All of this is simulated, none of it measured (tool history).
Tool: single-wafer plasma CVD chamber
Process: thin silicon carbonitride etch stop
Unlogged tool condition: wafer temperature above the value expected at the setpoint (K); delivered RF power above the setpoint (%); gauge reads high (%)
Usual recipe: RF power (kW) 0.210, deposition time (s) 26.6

| run | day | RF power (kW) | deposition time (s) | wafers since the last listed run | hours since the last thermocouple change | hours since the last RF generator calibration | hours since the showerhead was replaced | hours since the gauge calibration | read-back reference wafer on the same gauge, thickness_nm | mean film thickness on the monitor wafer (nm) |
|---|---|---|---|---|---|---|---|---|---|---|
| 1 | 0.000 | 0.230 | 28.6 | 0 | 531.3 | 943.1 | 6735.5 | 54.9 | 14.695 | 16.989 |
| 2 | 0.742 | 0.230 | 28.6 | 605 | 549.1 | 960.9 | 6753.3 | 72.7 | 14.698 | 17.111 |
| 3 | 1.246 | 0.220 | 26.6 | 411 | 561.2 | 973.0 | 6765.4 | 84.8 | 14.682 | 15.665 |
| 4 | 2.208 | 0.220 | 26.6 | 786 | 584.3 | 996.1 | 6788.5 | 107.9 | 14.713 | 15.591 |
| 5 | 3.129 | 0.210 | 26.6 | 752 | 606.4 | 1018.2 | 6810.6 | 130.0 | 14.706 | 15.362 |
| 6 | 4.392 | 0.210 | 26.6 | 1031 | 636.7 | 1048.5 | 6840.9 | 160.3 | 14.709 | 15.376 |
| 7 | 5.400 | 0.210 | 26.6 | 823 | 660.9 | 1072.7 | 6865.1 | 184.5 | 14.684 | 15.271 |
| 8 | 6.546 | 0.210 | 26.6 | 935 | 688.4 | 1100.2 | 6892.6 | 212.0 | 14.690 | 15.341 |
| 9 | 7.183 | 0.210 | 26.6 | 520 | 703.7 | 1115.5 | 6907.9 | 227.3 | 14.713 | 15.380 |
| 10 | 8.188 | 0.210 | 26.6 | 820 | 727.8 | 1139.6 | 6932.0 | 251.4 | 14.689 | 15.343 |
| 11 | 8.854 | 0.210 | 26.6 | 544 | 743.8 | 1155.6 | 6948.0 | 267.4 | 14.692 | 15.264 |
| 12 | 9.925 | 0.210 | 26.6 | 874 | 769.5 | 1181.3 | 6973.7 | 293.1 | 14.708 | 15.423 |
| 13 | 11.221 | 0.230 | 26.6 | 1058 | 800.6 | 1212.4 | 7004.8 | 324.2 | 14.705 | 15.864 |
| 14 | 12.404 | 0.210 | 26.6 | 966 | 829.0 | 1240.8 | 7033.2 | 352.6 | 14.704 | 15.176 |
| 15 | 16.033 | 0.210 | 26.6 | 2964 | 916.1 | 1327.9 | 7120.3 | 439.7 | 14.697 | 15.359 |
| 16 | 17.067 | 0.210 | 26.6 | 844 | 940.9 | 1352.7 | 7145.1 | 464.5 | 14.679 | 15.178 |
|  | 18.542 | thermocouple changed; heater temperature recalibrated |
| 17 | 18.562 | 0.210 | 26.6 | 949 | 0.5 | 1388.6 | 7181.0 | 500.4 | 14.708 | 15.213 |
|  | 19.158 | RF generator calibrated |
|  | 19.350 | gauge calibrated |
| 18 | 19.762 | 0.210 | 26.6 | 707 | 29.3 | 14.5 | 7209.8 | 9.9 | 14.702 | 15.805 |
| 19 | 21.188 | 0.225 | 23.7 | 1163 | 63.5 | 48.7 | 7244.0 | 44.1 | 14.708 | 14.485 |
| 20 | 21.925 | 0.235 | 29.3 | 602 | 81.2 | 66.4 | 7261.7 | 61.8 | 14.704 | 18.091 |
| 21 | 22.483 | 0.210 | 26.6 | 456 | 94.6 | 79.8 | 7275.1 | 75.2 | 14.678 | 15.712 |
| 22 | 23.446 | 0.210 | 26.6 | 786 | 117.7 | 102.9 | 7298.2 | 98.3 | 14.701 | 15.565 |
| 23 | 24.312 | 0.210 | 26.6 | 707 | 138.5 | 123.7 | 7319.0 | 119.1 | 14.703 | 15.723 |
|  | 24.850 | showerhead replaced |
| 24 | 25.046 | 0.210 | 26.6 | 326 | 156.1 | 141.3 | 4.7 | 136.7 | 14.693 | 15.690 |
| 25 | 26.562 | 0.170 | 28.7 | 1238 | 192.5 | 177.7 | 41.1 | 173.1 | 14.704 | 15.459 |
| 26 | 27.604 | 0.210 | 22.6 | 850 | 217.5 | 202.7 | 66.1 | 198.1 | 14.690 | 13.288 |
| 27 | 29.092 | 0.195 | 21.6 | 1214 | 253.2 | 238.4 | 101.8 | 233.8 | 14.701 | 12.210 |
| 28 | 29.742 | 0.210 | 26.6 | 530 | 268.8 | 254.0 | 117.4 | 249.4 | 14.712 | 15.462 |
| 29 | 31.050 | 0.210 | 26.6 | 1068 | 300.2 | 285.4 | 148.8 | 280.8 | 14.704 | 15.552 |
| 30 | 32.383 | 0.180 | 26.6 | 1089 | 332.2 | 317.4 | 180.8 | 312.8 | 14.718 | 14.629 |
| 31 | 33.800 | 0.195 | 23.9 | 1157 | 366.2 | 351.4 | 214.8 | 346.8 | 14.706 | 13.545 |
| 32 | 35.154 | 0.210 | 26.6 | 1106 | 398.7 | 383.9 | 247.3 | 379.3 | 14.695 | 15.514 |
| 33 | 35.738 | 0.190 | 22.9 | 476 | 412.7 | 397.9 | 261.3 | 393.3 | 14.695 | 12.878 |
| 34 | 36.362 | 0.240 | 29.5 | 510 | 427.7 | 412.9 | 276.3 | 408.3 | 14.706 | 18.028 |
| 35 | 37.179 | 0.195 | 31.7 | 667 | 447.3 | 432.5 | 295.9 | 427.9 | 14.711 | 17.835 |
| 36 | 38.133 | 0.180 | 22.6 | 779 | 470.2 | 455.4 | 318.8 | 450.8 | 14.708 | 12.311 |

How the hidden state differs across the entries between the runs, from the last listed run before each to the first after it:
Runs 16 to 17: thermocouple changed; heater temperature recalibrated (day 18.542)
  delivered RF power above the setpoint (%): -8.6 -> -8.63
  what was measured, less what the result would be without the hidden state, mean film thickness on the monitor wafer (nm): -0.569 -> -0.572
Runs 17 to 18: RF generator calibrated (day 19.158); gauge calibrated (day 19.350)
  delivered RF power above the setpoint (%): -8.63 -> -0.543
  what was measured, less what the result would be without the hidden state, mean film thickness on the monitor wafer (nm): -0.572 -> -0.035
Runs 23 to 24: showerhead replaced (day 24.850)
  delivered RF power above the setpoint (%): -2.25 -> -2.49
  what was measured, less what the result would be without the hidden state, mean film thickness on the monitor wafer (nm): -0.145 -> -0.161

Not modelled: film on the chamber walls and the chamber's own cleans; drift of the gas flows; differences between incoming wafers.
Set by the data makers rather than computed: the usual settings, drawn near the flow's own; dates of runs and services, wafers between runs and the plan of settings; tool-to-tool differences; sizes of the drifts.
